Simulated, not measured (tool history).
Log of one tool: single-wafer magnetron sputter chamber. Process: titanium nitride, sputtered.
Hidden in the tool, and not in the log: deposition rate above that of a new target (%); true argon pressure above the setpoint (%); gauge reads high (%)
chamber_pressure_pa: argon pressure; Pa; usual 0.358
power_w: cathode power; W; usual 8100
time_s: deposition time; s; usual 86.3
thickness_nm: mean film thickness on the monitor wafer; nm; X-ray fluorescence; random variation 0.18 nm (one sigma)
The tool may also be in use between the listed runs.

run	hour	chamber_pressure_pa	power_w	time_s	wafers since the last listed run	wafers on the sputter target	hours since the last manometer calibration	hours since the magnet pack was replaced	hours since the gauge calibration	read-back reference wafer on the same gauge, thickness_nm	thickness_nm
1	0.0	0.358	8100	93.9	0	3138	2045.1	7386.3	178.5	106.038	127.370
2	21.5	0.358	8100	86.3	314	3453	2066.6	7407.8	200.0	105.937	117.279
3	38.6	0.358	8100	86.3	250	3703	2083.7	7424.9	217.1	105.989	117.044
4	60.9	0.358	8100	86.3	326	4029	2106.0	7447.2	239.4	106.026	116.884
5	74.2	0.358	8100	86.3	194	4224	2119.3	7460.5	252.7	106.034	116.640
6	95.6	0.358	8100	86.3	313	4537	2140.7	7481.9	274.1	106.011	117.156
# hour 111.0: sputter target and shields replaced
7	111.5	0.358	8100	86.3	115	6	2156.6	7497.8	290.0	105.985	118.186
8	141.7	0.279	9050	86.3	441	448	2186.8	7528.0	320.2	106.029	131.821
9	173.0	0.464	8100	86.3	457	906	2218.1	7559.3	351.5	105.994	111.270
# hour 205.7: capacitance manometer re-zeroed and calibrated
# hour 232.1: magnet pack replaced
10	257.0	0.406	8100	86.3	994	1901	51.3	24.9	435.5	106.004	118.240
11	287.5	0.358	8100	86.3	446	2347	81.8	55.4	466.0	105.976	120.652
12	302.1	0.400	6150	71.5	213	2561	96.4	70.0	480.6	105.956	84.109
13	318.9	0.435	6300	99.8	245	2807	113.2	86.8	497.4	106.052	117.070
# hour 339.5: gauge calibrated
14	350.4	0.358	8100	71.5	460	3267	144.7	118.3	10.9	106.029	99.749
# hour 362.6: sputter target and shields replaced
15	385.2	0.358	7250	69.7	392	330	179.5	153.1	45.7	106.014	92.164
16	418.3	0.358	8100	93.9	484	814	212.6	186.2	78.8	105.936	131.747
17	445.3	0.401	8100	74.4	395	1209	239.6	213.2	105.8	105.979	101.991
18	468.8	0.394	6750	86.3	343	1553	263.1	236.7	129.3	106.037	106.982

Hidden state or all else? Some run-to-run changes of thickness_nm, split into what the settings, what came in and random variation would give without the hidden state, and what is left for the hidden state (with any gauge scatter that isn't in both results):
Run 9 -> 10: chamber_pressure_pa 0.464 -> 0.406, capacitance manometer re-zeroed and calibrated, magnet pack replaced. thickness_nm +6.970 nm: hidden state +4.050, all else +2.920.
Run 15 -> 16: power_w 7250 -> 8100, time_s 69.7 -> 93.9. thickness_nm +39.583 nm: hidden state -0.626, all else +40.209.
